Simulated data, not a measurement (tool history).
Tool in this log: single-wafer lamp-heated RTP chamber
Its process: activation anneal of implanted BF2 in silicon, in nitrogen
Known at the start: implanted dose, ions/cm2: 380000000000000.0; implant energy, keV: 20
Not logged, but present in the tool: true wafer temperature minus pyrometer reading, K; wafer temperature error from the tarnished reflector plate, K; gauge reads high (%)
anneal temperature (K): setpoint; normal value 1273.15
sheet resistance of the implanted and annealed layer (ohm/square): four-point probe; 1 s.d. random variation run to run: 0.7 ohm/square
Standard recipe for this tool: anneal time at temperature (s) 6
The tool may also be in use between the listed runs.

| run | hour | anneal temperature (K) | anneal time at temperature (s) | wafers since the last listed run | wafers since the last pyrometer calibration | wafers since the reflector plate was cleaned | hours since the gauge calibration | read-back reference wafer on the same gauge, sheet resistance | sheet resistance of the implanted and annealed layer (ohm/square) |
|---|---|---|---|---|---|---|---|---|---|
| 1 | 0 | 1280.15 | 7 | 0 | 1793 | 3529 | 61.7 | 335.05 | 363.59 |
| 2 | 7.3 | 1280.15 | 7 | 119 | 1913 | 3649 | 69 | 335.15 | 363.78 |
| 3 | 18.1 | 1280.15 | 7 | 177 | 2090 | 3827 | 79.8 | 335.16 | 363.19 |
| 4 | 32.7 | 1273.15 | 8 | 239 | 2330 | 4066 | 94.4 | 334.85 | 364.47 |
| 5 | 48.4 | 1273.15 | 8 | 257 | 2588 | 4324 | 110.1 | 334.94 | 363.59 |
| 6 | 56.1 | 1273.15 | 8 | 126 | 2714 | 4450 | 117.8 | 335.09 | 364.38 |
| 7 | 62.4 | 1262.15 | 6 | 103 | 2817 | 4554 | 124.1 | 334.96 | 369.34 |
| 8 | 69.5 | 1262.15 | 6 | 116 | 2934 | 4670 | 131.2 | 335.07 | 370.64 |
| 9 | 86.8 | 1262.15 | 6 | 283 | 3218 | 4954 | 148.5 | 335 | 370.08 |
| 10 | 97.5 | 1273.15 | 6 | 175 | 3394 | 5130 | 159.2 | 335.19 | 365.17 |
| 11 | 106 | 1273.15 | 6 | 139 | 3533 | 5270 | 167.7 | 334.86 | 364.92 |
| 12 | 119.2 | 1273.15 | 6 | 216 | 3750 | 5486 | 180.9 | 334.91 | 365.65 |
| 13 | 127.7 | 1287.15 | 3 | 139 | 3889 | 5626 | 189.4 | 335.13 | 365.94 |
| 14 | 136.7 | 1273.15 | 6 | 147 | 4037 | 5773 | 198.4 | 335.3 | 365.84 |
| 15 | 146.1 | 1248.15 | 6 | 154 | 4191 | 5928 | 207.8 | 335.24 | 379.52 |
|  | 165.2 | pyrometer window cleaned and pyrometer calibrated |
| 16 | 165.7 | 1273.15 | 8 | 190 | 7 | 6118 | 227.4 | 335 | 362.44 |
| 17 | 175.6 | 1273.15 | 6 | 162 | 170 | 6281 | 237.3 | 334.93 | 364.73 |
|  | 184.6 | gauge calibrated |
|  | 209.3 | reflector plate cleaned |
| 18 | 209.8 | 1244.15 | 9 | 430 | 600 | 8 | 25.2 | 334.96 | 373.3 |
|  | 220.1 | pyrometer window cleaned and pyrometer calibrated, repeated, since the last time left the tool worse |
| 19 | 220.6 | 1255.15 | 4 | 45 | 9 | 54 | 36 | 334.83 | 380.98 |
| 20 | 228.9 | 1258.15 | 6 | 136 | 145 | 190 | 44.3 | 334.88 | 376.79 |
| 21 | 239.3 | 1259.15 | 3 | 170 | 315 | 361 | 54.7 | 334.91 | 379.39 |
| 22 | 249.7 | 1249.15 | 3 | 170 | 486 | 532 | 65.1 | 335.22 | 388.29 |
| 23 | 266.8 | 1273.15 | 6 | 280 | 767 | 812 | 82.2 | 334.58 | 365.99 |
| 24 | 279 | 1273.15 | 4 | 200 | 967 | 1013 | 94.4 | 334.72 | 366.95 |

Forecast each of these 4 alternatives for the next run:
| A | 279.4 | 1253.15 | 6 | 6 | 974 | 1019 | 94.8 | ? | ? |
| B | 279.4 | 1288.15 | 5 | 6 | 974 | 1019 | 94.8 | ? | ? |
| C | 279.4 | 1289.15 | 4 | 6 | 974 | 1019 | 94.8 | ? | ? |
| D | 279.4 | 1295.15 | 4 | 6 | 974 | 1019 | 94.8 | ? | ? |

| run | read-back reference wafer on the same gauge, sheet resistance | sheet resistance of the implanted and annealed layer (ohm/square) |
|---|---|---|
| A | 334.76 | 377.66 |
| B | 334.76 | 363.86 |
| C | 334.76 | 364.71 |
| D | 334.76 | 363.66 |
With no hidden state in the tool, these same runs would have given:
| run | sheet resistance of the implanted and annealed layer (ohm/square) |
|---|---|
| A | 381.38 |
| B | 364.58 |
| C | 365.45 |
| D | 364.32 |
